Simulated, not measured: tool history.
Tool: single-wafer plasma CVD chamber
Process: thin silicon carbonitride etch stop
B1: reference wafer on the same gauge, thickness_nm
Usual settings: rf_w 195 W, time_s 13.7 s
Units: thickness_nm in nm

{"run": 1, "hour": 0.0, "rf_w": 195, "time_s": 15.0, "B1": 8.166, "thickness_nm": 10.546}
{"run": 2, "hour": 13.8, "rf_w": 195, "time_s": 15.0, "B1": 8.166, "thickness_nm": 10.529}
{"run": 3, "hour": 24.6, "rf_w": 195, "time_s": 12.8, "B1": 8.17, "thickness_nm": 8.953}
{"run": 4, "hour": 37.2, "rf_w": 195, "time_s": 13.7, "B1": 8.176, "thickness_nm": 9.617}
{"run": 5, "hour": 49.8, "rf_w": 195, "time_s": 13.7, "B1": 8.179, "thickness_nm": 9.634}
{"run": 6, "hour": 57.7, "rf_w": 195, "time_s": 13.7, "B1": 8.176, "thickness_nm": 9.628}
{"run": 7, "hour": 65.7, "rf_w": 195, "time_s": 13.7, "B1": 8.181, "thickness_nm": 9.637}
{"run": 8, "hour": 82.6, "rf_w": 195, "time_s": 13.7, "B1": 8.187, "thickness_nm": 9.642}
{"run": 9, "hour": 96.6, "rf_w": 195, "time_s": 13.7, "B1": 8.188, "thickness_nm": 9.606}
{"run": 10, "hour": 112.6, "rf_w": 195, "time_s": 14.5, "B1": 8.186, "thickness_nm": 10.189}
{"run": 11, "hour": 119.0, "rf_w": 195, "time_s": 14.5, "B1": 8.192, "thickness_nm": 10.194}
{"run": 12, "hour": 136.4, "rf_w": 180, "time_s": 13.7, "B1": 8.191, "thickness_nm": 9.482}
{"hour": 138.4, "done": "gauge calibrated"}
{"run": 13, "hour": 144.9, "rf_w": 180, "time_s": 13.7, "B1": 8.115, "thickness_nm": 9.38}
{"run": 14, "hour": 152.2, "rf_w": 180, "time_s": 13.7, "B1": 8.131, "thickness_nm": 9.395}
{"run": 15, "hour": 163.3, "rf_w": 195, "time_s": 13.7, "B1": 8.135, "thickness_nm": 9.578}
{"hour": 181.5, "done": "thermocouple changed; heater temperature recalibrated"}
{"run": 16, "hour": 182.0, "rf_w": 195, "time_s": 13.7, "B1": 8.154, "thickness_nm": 9.607}
{"run": 17, "hour": 195.3, "rf_w": 170, "time_s": 11.5, "B1": 8.157, "thickness_nm": 7.863}
{"run": 18, "hour": 209.0, "rf_w": 170, "time_s": 12.5, "B1": 8.167, "thickness_nm": 8.504}
{"run": 19, "hour": 221.1, "rf_w": 230, "time_s": 12.9, "B1": 8.165, "thickness_nm": 9.379}
{"run": 20, "hour": 229.9, "rf_w": 220, "time_s": 14.8, "B1": 8.171, "thickness_nm": 10.658}
{"run": 21, "hour": 236.8, "rf_w": 180, "time_s": 12.3, "B1": 8.176, "thickness_nm": 8.51}
{"run": 22, "hour": 243.2, "rf_w": 195, "time_s": 13.7, "B1": 8.173, "thickness_nm": 9.617}
{"run": 23, "hour": 255.8, "rf_w": 210, "time_s": 12.0, "B1": 8.176, "thickness_nm": 8.566}
{"hour": 276.2, "done": "showerhead replaced"}
{"run": 24, "hour": 276.7, "rf_w": 165, "time_s": 12.1, "B1": 8.185, "thickness_nm": 8.225}
{"run": 25, "hour": 278.3, "rf_w": 225, "time_s": 11.6, "B1": 8.183, "thickness_nm": 8.384}
{"hour": 291.7, "done": "RF generator calibrated"}
{"run": 26, "hour": 292.2, "rf_w": 165, "time_s": 15.0, "B1": 8.189, "thickness_nm": 10.198}
{"run": 27, "hour": 307.0, "rf_w": 220, "time_s": 12.8, "B1": 8.191, "thickness_nm": 9.247}
{"run": 28, "hour": 320.9, "rf_w": 210, "time_s": 13.7, "B1": 8.192, "thickness_nm": 9.793}
{"run": 29, "hour": 330.5, "rf_w": 195, "time_s": 13.7, "B1": 8.19, "thickness_nm": 9.643}
{"run": 30, "hour": 345.0, "rf_w": 165, "time_s": 14.8, "B1": 8.191, "thickness_nm": 10.07}
{"run": 31, "hour": 356.8, "rf_w": 210, "time_s": 13.7, "B1": 8.193, "thickness_nm": 9.811}
{"run": 32, "hour": 371.6, "rf_w": 165, "time_s": 14.9, "B1": 8.199, "thickness_nm": 10.169}
{"run": 33, "hour": 378.0, "rf_w": 195, "time_s": 13.7, "B1": 8.193, "thickness_nm": 9.628}
{"run": 34, "hour": 387.4, "rf_w": 225, "time_s": 12.1, "B1": 8.2, "thickness_nm": 8.797}
{"run": 35, "hour": 402.0, "rf_w": 195, "time_s": 13.7, "B1": 8.198, "thickness_nm": 9.656}
{"hour": 404.2, "done": "gauge calibrated"}
{"run": 36, "hour": 414.6, "rf_w": 170, "time_s": 11.1, "B1": 8.113, "thickness_nm": 7.538}
{"run": 37, "hour": 421.9, "rf_w": 230, "time_s": 13.7, "B1": 8.126, "thickness_nm": 9.892}

3 ways to go on from here, each from the tool as it stands after run 37. What would each give?
{"run": "A", "hour": 422.3, "rf_w": 195, "time_s": 13.7, "B1": "?", "thickness_nm": "?"}
{"run": "B", "hour": 422.3, "rf_w": 235, "time_s": 16.2, "B1": "?", "thickness_nm": "?"}
{"run": "C", "hour": 422.3, "rf_w": 210, "time_s": 12.8, "B1": "?", "thickness_nm": "?"}

run=A B1=8.118 thickness_nm=9.576
run=B B1=8.118 thickness_nm=11.781
run=C B1=8.118 thickness_nm=9.087
Without the tool's hidden state the same runs would have given:
run=A thickness_nm=9.559
run=B thickness_nm=11.761
run=C thickness_nm=9.071
